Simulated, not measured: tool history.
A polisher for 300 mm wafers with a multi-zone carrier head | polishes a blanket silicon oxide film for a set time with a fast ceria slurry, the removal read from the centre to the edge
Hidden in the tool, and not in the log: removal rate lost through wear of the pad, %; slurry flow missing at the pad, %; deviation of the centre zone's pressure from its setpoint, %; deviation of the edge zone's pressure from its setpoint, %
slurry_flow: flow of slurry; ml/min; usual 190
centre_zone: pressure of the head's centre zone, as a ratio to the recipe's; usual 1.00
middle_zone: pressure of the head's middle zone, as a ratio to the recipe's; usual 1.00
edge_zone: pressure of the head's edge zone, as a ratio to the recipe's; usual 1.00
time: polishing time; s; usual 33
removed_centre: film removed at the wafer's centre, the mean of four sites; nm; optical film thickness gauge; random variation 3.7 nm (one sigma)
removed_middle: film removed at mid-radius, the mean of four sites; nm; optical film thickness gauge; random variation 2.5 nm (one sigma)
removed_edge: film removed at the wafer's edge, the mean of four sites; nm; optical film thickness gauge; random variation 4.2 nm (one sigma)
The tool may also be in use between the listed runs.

run   hour  slurry_flow  centre_zone  middle_zone  edge_zone  time  wafers since the last listed run  wafers polished on this pad  hours since the slurry nozzle was cleaned  hours since the centre zone pressure was calibrated  hours since the edge zone pressure was calibrated  hours since the carrier head's membrane was replaced  incoming thickness of the incoming film, nm  removed_centre  removed_middle  removed_edge
  1    0.0          190         1.00         1.00       1.00    33                                 0                          168                                      138.5                                               1178.5                                              843.8                                                  19.3                                       2945.4           322.4           322.6         336.9
       7.6  -- centre zone pressure recalibrated
  2   10.6          245         1.07         1.00       1.10    33                                99                          268                                      149.1                                                  3.0                                              854.4                                                  29.9                                       2954.4           356.7           332.7         364.9
  3   22.4          225         1.04         1.00       1.00    33                               137                          405                                      160.9                                                 14.8                                              866.2                                                  41.7                                       2943.8           342.7           330.5         348.0
  4   38.1          190         0.92         1.00       1.06    33                               182                          587                                      176.6                                                 30.5                                              881.9                                                  57.4                                       2903.9           291.8           321.9         337.2
  5   53.7          215         1.05         1.00       0.95    37                               181                          768                                      192.2                                                 46.1                                              897.5                                                  73.0                                       2967.1           388.3           370.6         372.8
  6   63.3          190         1.00         1.00       1.00    33                               111                          880                                      201.8                                                 55.7                                              907.1                                                  82.6                                       2928.8           318.7           326.4         330.3
      67.7  -- edge zone pressure recalibrated
  7   79.6          190         1.00         1.00       1.11    40                               166                         1046                                      218.1                                                 72.0                                               11.9                                                  98.9                                       2927.9           390.2           386.6         432.9
  8   86.5          190         1.00         1.00       1.00    33                                80                         1126                                      225.0                                                 78.9                                               18.8                                                 105.8                                       2989.2           318.3           318.9         333.3
  9  102.6          190         0.95         1.09       1.00    33                               186                         1313                                      241.1                                                 95.0                                               34.9                                                 121.9                                       2932.0           298.3           342.5         336.8
     117.5  -- worn pad replaced by a new one
 10  118.0          190         1.00         1.00       1.00    33                               132                            5                                      256.5                                                110.4                                               50.3                                                 137.3                                       2962.0           313.4           317.6         329.4
 11  150.9          190         0.95         1.00       1.00    33                               382                          387                                      289.4                                                143.3                                               83.2                                                 170.2                                       2945.5           291.0           313.7         331.6
 12  162.6          190         1.07         1.00       0.89    33                               135                          523                                      301.1                                                155.0                                               94.9                                                 181.9                                       2897.8           333.8           314.4         306.7
 13  174.2          190         1.07         1.00       1.12    33                               134                          657                                      312.7                                                166.6                                              106.5                                                 193.5                                       2981.0           325.4           308.7         341.3
     181.7  -- slurry nozzle cleaned
 14  190.4          190         1.00         1.00       1.00    33                               176                          834                                        8.7                                                182.8                                              122.7                                                 209.7                                       2926.9           323.9           327.2         338.9
 15  206.2          170         1.00         1.04       1.00    25                               183                         1017                                       24.5                                                198.6                                              138.5                                                 225.5                                       2938.0           243.4           257.7         257.4
 16  212.8          190         0.89         1.04       0.89    40                                76                         1094                                       31.1                                                205.2                                              145.1                                                 232.1                                       2953.3           355.3           417.6         399.9
 17  228.0          190         1.00         1.00       1.00    33                               176                         1270                                       46.3                                                220.4                                              160.3                                                 247.3                                       2986.5           321.6           330.0         336.4
     236.7  -- worn pad replaced by a new one
 18  237.3          190         1.00         1.00       1.00    33                                61                            7                                       55.6                                                229.7                                              169.6                                                 256.6                                       2953.9           326.1           326.5         335.7
 19  250.6          190         0.89         0.97       1.00    33                               154                          161                                       68.9                                                243.0                                              182.9                                                 269.9                                       2909.6           288.3           322.5         343.2
 20  260.2          190         1.00         1.07       1.00    36                               111                          273                                       78.5                                                252.6                                              192.5                                                 279.5                                       2907.7           344.8           377.5         376.3
 21  280.5          190         1.00         1.00       1.00    23                               235                          508                                       98.8                                                272.9                                              212.8                                                 299.8                                       2952.0           229.6           230.7         240.4
 22  293.3          125         1.00         1.00       1.00    33                               148                          657                                      111.6                                                285.7                                              225.6                                                 312.6                                       2967.5           310.3           306.7         329.7

Forecast each of these 4 alternatives for the next run:
  A  293.7          190         1.00         1.00       1.00    33                                 4                          662                                      112.0                                                286.1                                              226.0                                                 313.0                                       2973.0               ?               ?             ?
  B  293.7          190         1.00         1.10       1.00    33                                 4                          662                                      112.0                                                286.1                                              226.0                                                 313.0                                       2973.0               ?               ?             ?
  C  293.7          190         1.00         1.00       1.08    33                                 4                          662                                      112.0                                                286.1                                              226.0                                                 313.0                                       2973.0               ?               ?             ?
  D  293.7          145         0.92         1.00       1.00    42                                 4                          662                                      112.0                                                286.1                                              226.0                                                 313.0                                       2973.0               ?               ?             ?

run  removed_centre  removed_middle  removed_edge
  A           326.5           327.1         342.9
  B           326.8           354.8         342.4
  C           326.5           327.1         356.1
  D           366.8           401.7         425.0
Without the tool's hidden state the same runs would have given:
run  removed_centre  removed_middle  removed_edge
  A           328.6           329.0         344.3
  B           328.8           356.7         343.8
  C           328.6           328.9         357.6
  D           369.6           404.4         427.1

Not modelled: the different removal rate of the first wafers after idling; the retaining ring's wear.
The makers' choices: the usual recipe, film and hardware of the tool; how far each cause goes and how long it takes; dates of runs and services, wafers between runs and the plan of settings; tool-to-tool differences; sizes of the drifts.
